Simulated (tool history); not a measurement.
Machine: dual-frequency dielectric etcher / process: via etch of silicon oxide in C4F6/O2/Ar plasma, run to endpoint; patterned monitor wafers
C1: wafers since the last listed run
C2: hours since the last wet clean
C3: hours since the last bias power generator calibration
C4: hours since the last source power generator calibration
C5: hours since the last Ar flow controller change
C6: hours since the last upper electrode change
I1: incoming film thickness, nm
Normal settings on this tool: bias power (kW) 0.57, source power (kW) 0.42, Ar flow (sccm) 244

Run 1, hour 0: usual settings but bias power (kW) 0.485; C1 0; C2 196.5; C3 3326; C4 2320.1; C5 3438.1; C6 4852; I1 151.8. Result: endpoint time (s) 33.4.
Run 2, hour 17.9: usual settings but bias power (kW) 0.485; C1 203; C2 214.4; C3 3343.9; C4 2338; C5 3456; C6 4869.9; I1 152.4. Result: endpoint time (s) 33.9.
Run 3, hour 45.3: usual settings; C1 311; C2 241.8; C3 3371.3; C4 2365.4; C5 3483.4; C6 4897.3; I1 153.5. Result: endpoint time (s) 31.6.
Run 4, hour 63.4: usual settings but source power (kW) 0.46; C1 205; C2 259.9; C3 3389.4; C4 2383.5; C5 3501.5; C6 4915.4; I1 150.9. Result: endpoint time (s) 30.1.
Run 5, hour 76.3: usual settings; C1 146; C2 272.8; C3 3402.3; C4 2396.4; C5 3514.4; C6 4928.3; I1 151.8. Result: endpoint time (s) 31.
Run 6, hour 91.6: usual settings; C1 173; C2 288.1; C3 3417.6; C4 2411.7; C5 3529.7; C6 4943.6; I1 152.2. Result: endpoint time (s) 31.
At hour 156.8: upper electrode replaced.
Run 7, hour 157.3: usual settings; C1 473; C2 353.8; C3 3483.3; C4 2477.4; C5 3595.4; C6 0.5; I1 151.7. Result: endpoint time (s) 30.9.
Run 8, hour 171.4: usual settings; C1 160; C2 367.9; C3 3497.4; C4 2491.5; C5 3609.5; C6 14.6; I1 150.6. Result: endpoint time (s) 30.5.

Predict the results of run 9:
At hour 203.7: Ar flow controller replaced.
At hour 207.2: source power generator calibrated.
Run 9, hour 223.9: usual settings; C1 487; C2 420.4; C3 3549.9; C4 16.7; C5 20.2; C6 67.1; I1 150.5. Result: endpoint time (s) ?.

endpoint time (s): 30.4
With no hidden state in the tool, this same run would have given endpoint time (s) 31.6.

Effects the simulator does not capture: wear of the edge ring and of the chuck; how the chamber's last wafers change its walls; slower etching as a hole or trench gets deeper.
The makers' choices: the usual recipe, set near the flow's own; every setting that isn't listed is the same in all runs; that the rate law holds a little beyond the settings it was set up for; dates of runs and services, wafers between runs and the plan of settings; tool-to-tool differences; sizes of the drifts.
